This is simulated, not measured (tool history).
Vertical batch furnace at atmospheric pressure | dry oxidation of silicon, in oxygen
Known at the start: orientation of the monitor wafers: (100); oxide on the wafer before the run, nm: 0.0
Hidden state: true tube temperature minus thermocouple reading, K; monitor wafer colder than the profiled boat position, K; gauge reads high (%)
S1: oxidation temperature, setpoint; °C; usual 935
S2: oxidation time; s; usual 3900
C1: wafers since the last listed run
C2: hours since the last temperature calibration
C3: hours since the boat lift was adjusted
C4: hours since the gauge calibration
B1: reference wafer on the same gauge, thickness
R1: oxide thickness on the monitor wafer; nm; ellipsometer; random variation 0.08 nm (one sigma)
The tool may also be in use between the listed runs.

run 1 hour=0 | S1=935 S2=3900 | C1=0 C2=4247.2 C3=2230.7 C4=272.7 | B1=27.81 | R1=27.72
run 2 hour=61.8 | S1=935 S2=3900 | C1=819 C2=4309 C3=2292.5 C4=334.5 | B1=27.88 | R1=27.82
-- hour=68.3 gauge calibrated
run 3 hour=109.2 | S1=935 S2=3900 | C1=628 C2=4356.4 C3=2339.9 C4=40.9 | B1=27.51 | R1=27.23
run 4 hour=148.5 | S1=935 S2=3900 | C1=520 C2=4395.7 C3=2379.2 C4=80.2 | B1=27.51 | R1=27.44
run 5 hour=174.9 | S1=935 S2=3900 | C1=349 C2=4422.1 C3=2405.6 C4=106.6 | B1=27.56 | R1=27.59
-- hour=230.4 boat lift adjusted
run 6 hour=230.9 | S1=954 S2=3900 | C1=424 C2=4478.1 C3=0.5 C4=162.6 | B1=27.63 | R1=33.53
run 7 hour=279.8 | S1=954 S2=3900 | C1=648 C2=4527 C3=49.4 C4=211.5 | B1=27.65 | R1=33.69
-- hour=316.2 thermocouples replaced and temperature profile calibrated
run 8 hour=321.1 | S1=916 S2=3390 | C1=229 C2=4.9 C3=90.7 C4=252.8 | B1=27.73 | R1=20.95
run 9 hour=386.4 | S1=916 S2=3900 | C1=865 C2=70.2 C3=156 C4=318.1 | B1=27.77 | R1=23.15
run 10 hour=422.4 | S1=923 S2=4770 | C1=477 C2=106.2 C3=192 C4=354.1 | B1=27.83 | R1=28.35
-- hour=442.9 gauge calibrated
run 11 hour=464.6 | S1=954 S2=4650 | C1=559 C2=148.4 C3=234.2 C4=21.7 | B1=27.5 | R1=37.72
run 12 hour=531.2 | S1=947 S2=3330 | C1=882 C2=215 C3=300.8 C4=88.3 | B1=27.56 | R1=28.23
run 13 hour=598.2 | S1=953 S2=5430 | C1=888 C2=282 C3=367.8 C4=155.3 | B1=27.65 | R1=41.86
run 14 hour=629.8 | S1=935 S2=3900 | C1=418 C2=313.6 C3=399.4 C4=186.9 | B1=27.69 | R1=27.74
run 15 hour=675.5 | S1=920 S2=4890 | C1=605 C2=359.3 C3=445.1 C4=232.6 | B1=27.72 | R1=27.83

Forecast each of these 4 alternatives for the next run:
run A hour=680 | S1=957 S2=3900 | C1=59 C2=363.8 C3=449.6 C4=237.1 | B1=? | R1=?
run B hour=680 | S1=956 S2=5820 | C1=59 C2=363.8 C3=449.6 C4=237.1 | B1=? | R1=?
run C hour=680 | S1=949 S2=5670 | C1=59 C2=363.8 C3=449.6 C4=237.1 | B1=? | R1=?
run D hour=680 | S1=912 S2=2610 | C1=59 C2=363.8 C3=449.6 C4=237.1 | B1=? | R1=?

run=A B1=27.75 R1=35.01
run=B B1=27.75 R1=45.49
run=C B1=27.75 R1=41.58
run=D B1=27.75 R1=17.02
Without the tool's hidden state the same runs would have given:
run=A R1=34.71
run=B R1=45.1
run=C R1=41.23
run=D R1=16.88
